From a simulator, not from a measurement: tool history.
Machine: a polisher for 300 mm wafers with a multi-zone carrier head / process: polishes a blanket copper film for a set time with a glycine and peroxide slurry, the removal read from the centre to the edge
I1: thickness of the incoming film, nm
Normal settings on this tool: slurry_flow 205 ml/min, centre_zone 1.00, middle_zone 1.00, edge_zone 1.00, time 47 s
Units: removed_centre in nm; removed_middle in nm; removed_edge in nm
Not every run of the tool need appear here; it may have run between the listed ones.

{"run": 1, "hour": 0.0, "slurry_flow": 205, "centre_zone": 1.0, "middle_zone": 1.0, "edge_zone": 1.0, "time": 47, "I1": 1273.7, "removed_centre": 219.0, "removed_middle": 254.0, "removed_edge": 259.4}
{"run": 2, "hour": 7.6, "slurry_flow": 205, "centre_zone": 1.0, "middle_zone": 1.0, "edge_zone": 1.0, "time": 47, "I1": 1243.3, "removed_centre": 219.3, "removed_middle": 256.0, "removed_edge": 257.2}
{"run": 3, "hour": 18.5, "slurry_flow": 205, "centre_zone": 1.0, "middle_zone": 1.0, "edge_zone": 1.0, "time": 47, "I1": 1248.3, "removed_centre": 221.8, "removed_middle": 253.5, "removed_edge": 257.4}
{"hour": 34.4, "done": "carrier head's membrane replaced by a new one"}
{"hour": 39.2, "done": "worn pad replaced by a new one"}
{"run": 4, "hour": 43.8, "slurry_flow": 155, "centre_zone": 1.0, "middle_zone": 1.0, "edge_zone": 1.0, "time": 47, "I1": 1249.7, "removed_centre": 207.7, "removed_middle": 249.7, "removed_edge": 251.1}
{"hour": 49.9, "done": "centre zone pressure recalibrated"}
{"run": 5, "hour": 56.3, "slurry_flow": 205, "centre_zone": 1.0, "middle_zone": 0.93, "edge_zone": 1.0, "time": 47, "I1": 1236.6, "removed_centre": 251.3, "removed_middle": 243.3, "removed_edge": 260.1}
{"run": 6, "hour": 66.6, "slurry_flow": 205, "centre_zone": 1.0, "middle_zone": 0.93, "edge_zone": 1.0, "time": 47, "I1": 1244.6, "removed_centre": 249.8, "removed_middle": 238.9, "removed_edge": 261.0}
{"run": 7, "hour": 73.6, "slurry_flow": 145, "centre_zone": 1.0, "middle_zone": 0.96, "edge_zone": 0.94, "time": 34, "I1": 1234.8, "removed_centre": 173.2, "removed_middle": 168.2, "removed_edge": 179.3}
{"run": 8, "hour": 84.8, "slurry_flow": 205, "centre_zone": 1.0, "middle_zone": 1.0, "edge_zone": 1.0, "time": 62, "I1": 1257.6, "removed_centre": 328.6, "removed_middle": 331.0, "removed_edge": 342.4}
{"run": 9, "hour": 92.3, "slurry_flow": 205, "centre_zone": 1.0, "middle_zone": 1.05, "edge_zone": 1.0, "time": 35, "I1": 1256.1, "removed_centre": 186.5, "removed_middle": 198.5, "removed_edge": 196.4}
{"run": 10, "hour": 109.9, "slurry_flow": 205, "centre_zone": 1.0, "middle_zone": 0.92, "edge_zone": 1.0, "time": 61, "I1": 1260.1, "removed_centre": 324.6, "removed_middle": 311.4, "removed_edge": 338.3}
{"hour": 117.2, "done": "edge zone pressure recalibrated"}
{"run": 11, "hour": 118.6, "slurry_flow": 185, "centre_zone": 1.0, "middle_zone": 1.05, "edge_zone": 1.0, "time": 47, "I1": 1255.8, "removed_centre": 238.7, "removed_middle": 261.2, "removed_edge": 257.2}
{"hour": 127.5, "done": "slurry nozzle cleaned"}
{"run": 12, "hour": 128.0, "slurry_flow": 145, "centre_zone": 1.1, "middle_zone": 1.0, "edge_zone": 1.1, "time": 38, "I1": 1265.7, "removed_centre": 204.3, "removed_middle": 197.1, "removed_edge": 210.9}
{"run": 13, "hour": 142.6, "slurry_flow": 205, "centre_zone": 1.0, "middle_zone": 1.0, "edge_zone": 1.0, "time": 47, "I1": 1263.6, "removed_centre": 243.7, "removed_middle": 256.4, "removed_edge": 263.0}
{"hour": 150.1, "done": "worn pad replaced by a new one"}
{"run": 14, "hour": 151.6, "slurry_flow": 205, "centre_zone": 1.0, "middle_zone": 0.92, "edge_zone": 1.0, "time": 58, "I1": 1238.2, "removed_centre": 303.3, "removed_middle": 298.3, "removed_edge": 319.3}
{"run": 15, "hour": 167.7, "slurry_flow": 175, "centre_zone": 1.06, "middle_zone": 0.91, "edge_zone": 1.0, "time": 51, "I1": 1274.9, "removed_centre": 278.1, "removed_middle": 248.0, "removed_edge": 280.0}
{"run": 16, "hour": 179.2, "slurry_flow": 205, "centre_zone": 1.0, "middle_zone": 1.0, "edge_zone": 1.0, "time": 47, "I1": 1244.4, "removed_centre": 242.9, "removed_middle": 257.0, "removed_edge": 260.3}
{"run": 17, "hour": 189.0, "slurry_flow": 205, "centre_zone": 1.0, "middle_zone": 1.0, "edge_zone": 1.0, "time": 47, "I1": 1269.6, "removed_centre": 242.8, "removed_middle": 255.7, "removed_edge": 258.4}
{"run": 18, "hour": 206.0, "slurry_flow": 165, "centre_zone": 1.0, "middle_zone": 1.04, "edge_zone": 0.9, "time": 55, "I1": 1253.8, "removed_centre": 273.4, "removed_middle": 302.3, "removed_edge": 285.4}
{"run": 19, "hour": 217.2, "slurry_flow": 205, "centre_zone": 1.0, "middle_zone": 1.0, "edge_zone": 1.0, "time": 47, "I1": 1236.1, "removed_centre": 239.4, "removed_middle": 247.7, "removed_edge": 257.9}
{"run": 20, "hour": 226.1, "slurry_flow": 205, "centre_zone": 1.07, "middle_zone": 1.0, "edge_zone": 0.9, "time": 47, "I1": 1260.1, "removed_centre": 256.2, "removed_middle": 255.0, "removed_edge": 247.1}
{"run": 21, "hour": 235.0, "slurry_flow": 145, "centre_zone": 1.07, "middle_zone": 1.0, "edge_zone": 1.09, "time": 47, "I1": 1263.5, "removed_centre": 241.9, "removed_middle": 236.7, "removed_edge": 258.1}

How would selected steps in removed_centre from run to run divide? Give the signed amount a tool lacking its hidden state would still show from settings, what came in and random variation, and the signed amount left for the hidden state, including any gauge scatter that is not in both of the compared results.
The hidden state here: removal rate lost through wear of the pad, %; slurry flow missing at the pad, %; deviation of the centre zone's pressure from its setpoint, %; deviation of the edge zone's pressure from its setpoint, %.
Run 4 -> 5: slurry_flow 155 -> 205, middle_zone 1.00 -> 0.93, centre zone pressure recalibrated. removed_centre +43.6 nm: hidden state +29.7, all else +13.9.
Run 7 -> 8: slurry_flow 145 -> 205, middle_zone 0.96 -> 1.00, edge_zone 0.94 -> 1.00, time 34 -> 62. removed_centre +155.4 nm: hidden state -4.9, all else +160.3.
Run 8 -> 9: middle_zone 1.00 -> 1.05, time 62 -> 35. removed_centre -142.1 nm: hidden state +3.5, all else -145.6.
Run 9 -> 10: middle_zone 1.05 -> 0.92, time 35 -> 61. removed_centre +138.1 nm: hidden state -5.8, all else +143.9.
